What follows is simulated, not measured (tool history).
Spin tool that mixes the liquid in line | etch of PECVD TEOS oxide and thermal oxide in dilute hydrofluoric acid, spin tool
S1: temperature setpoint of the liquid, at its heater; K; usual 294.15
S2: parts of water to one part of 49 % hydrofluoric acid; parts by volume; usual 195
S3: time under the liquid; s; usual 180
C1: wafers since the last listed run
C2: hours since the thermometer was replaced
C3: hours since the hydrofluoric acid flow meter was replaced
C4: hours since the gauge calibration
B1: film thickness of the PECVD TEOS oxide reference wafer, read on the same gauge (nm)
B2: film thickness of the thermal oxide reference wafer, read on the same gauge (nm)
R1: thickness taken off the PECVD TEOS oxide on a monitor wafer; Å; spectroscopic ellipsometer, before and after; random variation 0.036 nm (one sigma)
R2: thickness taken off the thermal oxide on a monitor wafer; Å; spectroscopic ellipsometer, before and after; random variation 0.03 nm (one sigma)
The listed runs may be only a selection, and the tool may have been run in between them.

run   hour      S1   S2   S3   C1      C2      C3      C4      B1      B2     R1     R2
  1      0  294.15  195  180    0  2025.5  1259.6    1413     140  60.021   79.8  30.35
  2   50.3  294.15  195  180  518  2075.8  1309.9  1463.3     140  59.992   79.6   30.7
      75.9  -- gauge calibrated
     100.1  -- thermometer replaced
  3  114.4  294.15  195  180  650    14.3    1374    38.5  140.01  59.976   82.7  31.85
  4  171.8  296.65  195  180  592    71.7  1431.4    95.9  139.98  60.003   90.2  34.35
  5  216.7  294.15  195  180  463   116.6  1476.3   140.8  140.01  60.006   82.2  31.39
  6  262.9  294.15  105  110  476   162.8  1522.5     187  139.99  60.016  103.3  39.21
  7  310.6  294.15  195  180  492   210.5  1570.2   234.7     140   59.99   81.9  31.09
  8  381.6  294.15  105  230  732   281.5  1641.2   305.7     140  59.996  214.6  81.22
     429.2  -- hydrofluoric acid flow meter replaced
  9  430.6  294.15  245   90  495   330.5     1.4   354.7  139.99  60.001   32.3   12.2
 10  497.7  296.65  195  180  692   397.6    68.5   421.8  139.98  59.997   94.1   35.3
 11  523.7  294.15  245  105  268   423.6    94.5   447.8  140.02  59.991   37.6   14.3
 12  575.6  290.15  220   75  535   475.5   146.4   499.7  139.99      60   26.1   9.85
 13    637  294.15  195  180  633   536.9   207.8   561.1     140  59.977   84.7  32.71
 14  666.4  290.15  230  180  303   566.3   237.2   590.5     140  60.032   59.2  22.27
 15  695.8  297.15  155  140  303   595.7   266.6   619.9  140.01  59.986   96.5  36.21

Run 16, settings as shown, results not yet in. Your forecast:
 16  759.7  294.15  195  180  659  659.6  330.5  683.8   ?   ?   ?   ?

{"run 16": {"B1": 140, "B2": 60.015, "R1": 84.1, "R2": 31.35}}
Take away the tool's hidden state, keep the run-to-run variation as it was, and the same run would have given R1 86.6 Å, R2 32.26 Å.
